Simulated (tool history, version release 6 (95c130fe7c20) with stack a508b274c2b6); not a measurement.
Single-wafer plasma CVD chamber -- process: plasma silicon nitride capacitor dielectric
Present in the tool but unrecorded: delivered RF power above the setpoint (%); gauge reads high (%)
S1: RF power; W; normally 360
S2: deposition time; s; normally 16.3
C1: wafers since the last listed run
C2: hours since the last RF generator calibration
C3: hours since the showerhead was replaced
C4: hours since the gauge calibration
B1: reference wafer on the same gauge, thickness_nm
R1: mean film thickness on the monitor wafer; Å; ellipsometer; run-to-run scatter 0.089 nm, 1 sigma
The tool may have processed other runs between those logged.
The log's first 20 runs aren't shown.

| run | hour | S1 | S2 | C1 | C2 | C3 | C4 | B1 | R1 |
|---|---|---|---|---|---|---|---|---|---|
|  | 596.3 | RF generator calibrated |
| 21 | 596.8 | 360 | 16.3 | 161 | 0.5 | 13.2 | 899 | 22.307 | 213.71 |
| 22 | 603.6 | 380 | 13.3 | 234 | 7.3 | 20 | 905.8 | 22.314 | 176.52 |
| 23 | 627.2 | 360 | 16.3 | 812 | 30.9 | 43.6 | 929.4 | 22.279 | 211.36 |
|  | 659.4 | gauge calibrated |
| 24 | 661 | 315 | 17.7 | 1164 | 64.7 | 77.4 | 1.6 | 22.314 | 221.16 |
| 25 | 692.5 | 395 | 13.2 | 1085 | 96.2 | 108.9 | 33.1 | 22.294 | 177.37 |
| 26 | 708 | 305 | 18.4 | 533 | 111.7 | 124.4 | 48.6 | 22.288 | 228.62 |
| 27 | 742.9 | 315 | 15.4 | 1202 | 146.6 | 159.3 | 83.5 | 22.285 | 191.23 |
| 28 | 770.6 | 360 | 16.3 | 954 | 174.3 | 187 | 111.2 | 22.279 | 210.07 |
| 29 | 801.4 | 390 | 13.6 | 1060 | 205.1 | 217.8 | 142 | 22.298 | 180.25 |
| 30 | 819.9 | 290 | 16.3 | 637 | 223.6 | 236.3 | 160.5 | 22.31 | 195.88 |
|  | 856.9 | RF generator calibrated, repeated, since the last time left the tool worse |
| 31 | 857.4 | 360 | 16.3 | 1016 | 0.5 | 273.8 | 198 | 22.307 | 218.45 |
| 32 | 871.8 | 415 | 18.5 | 496 | 14.9 | 288.2 | 212.4 | 22.307 | 257.33 |
| 33 | 902.4 | 380 | 13.8 | 1054 | 45.5 | 318.8 | 243 | 22.286 | 188.88 |
| 34 | 915 | 340 | 18.2 | 434 | 58.1 | 331.4 | 255.6 | 22.306 | 240.27 |
| 35 | 947.1 | 360 | 16.3 | 1105 | 90.2 | 363.5 | 287.7 | 22.301 | 217.16 |
| 36 | 1021.2 | 360 | 16.3 | 2552 | 164.3 | 437.6 | 361.8 | 22.279 | 217.17 |
| 37 | 1042.8 | 360 | 13.9 | 744 | 185.9 | 459.2 | 383.4 | 22.31 | 184.81 |
| 38 | 1069.7 | 360 | 14.7 | 926 | 212.8 | 486.1 | 410.3 | 22.298 | 196.95 |
| 39 | 1082.7 | 400 | 16.3 | 447 | 225.8 | 499.1 | 423.3 | 22.308 | 223.26 |
| 40 | 1095.1 | 390 | 14.9 | 427 | 238.2 | 511.5 | 435.7 | 22.311 | 203.52 |
| 41 | 1127.2 | 395 | 16.3 | 1105 | 270.3 | 543.6 | 467.8 | 22.299 | 222.28 |
| 42 | 1145.6 | 385 | 16.3 | 633 | 288.7 | 562 | 486.2 | 22.291 | 219.04 |
| 43 | 1160.9 | 405 | 16.3 | 527 | 304 | 577.3 | 501.5 | 22.296 | 223.97 |

Forecast each of these 3 alternatives for the next run:
| A | 1161.3 | 360 | 16.3 | 13 | 304.4 | 577.7 | 501.9 | ? | ? |
| B | 1161.3 | 315 | 17.3 | 13 | 304.4 | 577.7 | 501.9 | ? | ? |
| C | 1161.3 | 310 | 15.4 | 13 | 304.4 | 577.7 | 501.9 | ? | ? |

| run | B1 | R1 |
|---|---|---|
| A | 22.3 | 215.67 |
| B | 22.3 | 219.8 |
| C | 22.3 | 194.71 |
Take away the tool's hidden state, keep each run's random variation, and the runs would have read:
| run | R1 |
|---|---|
| A | 217.4 |
| B | 221.56 |
| C | 196.27 |

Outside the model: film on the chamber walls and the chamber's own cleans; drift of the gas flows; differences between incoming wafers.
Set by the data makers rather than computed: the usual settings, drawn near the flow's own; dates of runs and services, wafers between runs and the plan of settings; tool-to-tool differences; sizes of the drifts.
